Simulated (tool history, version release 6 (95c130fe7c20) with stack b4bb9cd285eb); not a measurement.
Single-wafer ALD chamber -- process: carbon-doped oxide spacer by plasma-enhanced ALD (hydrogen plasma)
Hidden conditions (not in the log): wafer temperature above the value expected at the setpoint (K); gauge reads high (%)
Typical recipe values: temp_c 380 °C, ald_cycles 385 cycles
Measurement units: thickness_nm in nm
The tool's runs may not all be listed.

run	hour	temp_c	ald_cycles	wafers since the last listed run	hours since the last thermocouple change	hours since the gauge calibration	read-back reference wafer on the same gauge, thickness_nm	thickness_nm
1	0	380	385	0	812	146.3	21.362	20.641
2	17.3	380	385	20	829.3	163.6	21.343	20.61
3	39.2	380	385	25	851.2	185.5	21.341	20.583
4	57.8	380	385	21	869.8	204.1	21.325	20.673
5	83.8	380	385	30	895.8	230.1	21.323	20.641
6	159.1	385	385	88	971.1	305.4	21.285	20.552
7	173.6	380	444	16	985.6	319.9	21.265	23.813
8	198.6	380	444	29	1010.6	344.9	21.271	23.702
9	220.5	380	444	25	1032.5	366.8	21.247	23.747
10	241.3	380	329	24	1053.3	387.6	21.226	17.545
11	259.2	375	385	20	1071.2	405.5	21.222	20.548
12	285.6	375	385	30	1097.6	431.9	21.185	20.492
13	312.5	380	385	31	1124.5	458.8	21.17	20.52
14	387.7	380	385	87	1199.7	534	21.096	20.348
15	419.1	380	385	36	1231.1	565.4	21.074	20.497
16	435	380	385	18	1247	581.3	21.061	20.302
17	481.1	380	385	53	1293.1	627.4	21.011	20.338
# hour 488.1: gauge calibrated
18	507.8	380	385	31	1319.8	19.7	21.313	20.658
19	540.4	380	385	38	1352.4	52.3	21.315	20.659
20	567.1	380	385	31	1379.1	79	21.319	20.596
21	593.5	376	446	30	1405.5	105.4	21.326	23.893
22	626.3	371	332	38	1438.3	138.2	21.319	17.77
23	641.1	385	385	17	1453.1	153	21.319	20.637
24	676.6	375	385	41	1488.6	188.5	21.299	20.642
25	698.3	380	385	25	1510.3	210.2	21.282	20.595
26	728.5	380	385	35	1540.5	240.4	21.27	20.552
27	758.9	384	385	35	1570.9	270.8	21.269	20.549
# hour 768.7: thermocouple changed; heater temperature recalibrated
28	776.1	368	455	10	7.4	288	21.231	24.296
29	802.6	390	420	30	33.9	314.5	21.24	22.404
30	823.8	393	450	24	55.1	335.7	21.249	24.067
31	866.1	380	385	49	97.4	378	21.202	20.524
32	880.2	390	457	16	111.5	392.1	21.185	24.392
33	904.2	371	385	28	135.5	416.1	21.19	20.52
34	939.2	372	364	40	170.5	451.1	21.127	19.358
35	965.4	390	364	30	196.7	477.3	21.121	19.341
36	995.5	371	432	35	226.8	507.4	21.092	22.883
37	1026.2	369	385	35	257.5	538.1	21.054	20.382
38	1057.4	368	353	36	288.7	569.3	21.037	18.746
39	1072.6	380	385	17	303.9	584.5	21.006	20.384

Consider 3 possible next runs. They are alternatives, not a sequence: every one starts from the tool as it was left by run 39. What does each give?
A	1073.6	380	447	1	304.9	585.5	?	?
B	1073.6	390	385	1	304.9	585.5	?	?
C	1073.6	366	360	1	304.9	585.5	?	?

run	read-back reference wafer on the same gauge, thickness_nm	thickness_nm
A	21.02	23.558
B	21.02	20.291
C	21.02	18.973
With no hidden state in the tool, these same runs would have given:
run	thickness_nm
A	23.878
B	20.566
C	19.231
